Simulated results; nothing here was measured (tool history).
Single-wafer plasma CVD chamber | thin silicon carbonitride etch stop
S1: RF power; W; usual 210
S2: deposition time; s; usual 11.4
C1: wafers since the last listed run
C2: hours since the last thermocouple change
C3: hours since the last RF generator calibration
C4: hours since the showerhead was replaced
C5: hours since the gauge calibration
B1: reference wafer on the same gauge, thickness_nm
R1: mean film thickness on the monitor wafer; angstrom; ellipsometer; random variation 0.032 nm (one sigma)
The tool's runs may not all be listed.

run	hour	S1	S2	C1	C2	C3	C4	C5	B1	R1
1	0.0	210	11.4	0	2435.5	2532.3	4344.3	625.8	6.632	62.16
2	65.2	210	11.4	1745	2500.7	2597.5	4409.5	691.0	6.626	61.90
3	104.3	210	11.4	1046	2539.8	2636.6	4448.6	730.1	6.630	62.14
4	157.1	210	11.4	1413	2592.6	2689.4	4501.4	782.9	6.623	61.29
5	217.4	210	10.0	1614	2652.9	2749.7	4561.7	843.2	6.632	54.60
6	257.6	210	10.0	1076	2693.1	2789.9	4601.9	883.4	6.633	54.27
7	328.1	180	11.4	1887	2763.6	2860.4	4672.4	953.9	6.633	59.01
# hour 343.0: thermocouple changed; heater temperature recalibrated
# hour 360.3: RF generator calibrated
8	399.7	210	11.4	1488	56.7	39.4	4744.0	1025.5	6.626	61.63
# hour 438.8: gauge calibrated
9	448.3	235	10.8	1300	105.3	88.0	4792.6	9.5	6.625	60.89
# hour 457.6: showerhead replaced
10	493.6	210	9.5	998	150.6	133.3	36.0	54.8	6.632	52.00
11	539.1	180	13.6	1217	196.1	178.8	81.5	100.3	6.631	70.13
12	590.7	210	11.4	1381	247.7	230.4	133.1	151.9	6.629	62.45

Run 13 comes next. What will it give?
13	641.8	210	10.0	1367	298.8	281.5	184.2	203.0	?	?

{"run 13": {"B1": 6.634, "R1": 54.59}}
Without the tool's hidden state the same run would have given R1 54.59 angstrom.

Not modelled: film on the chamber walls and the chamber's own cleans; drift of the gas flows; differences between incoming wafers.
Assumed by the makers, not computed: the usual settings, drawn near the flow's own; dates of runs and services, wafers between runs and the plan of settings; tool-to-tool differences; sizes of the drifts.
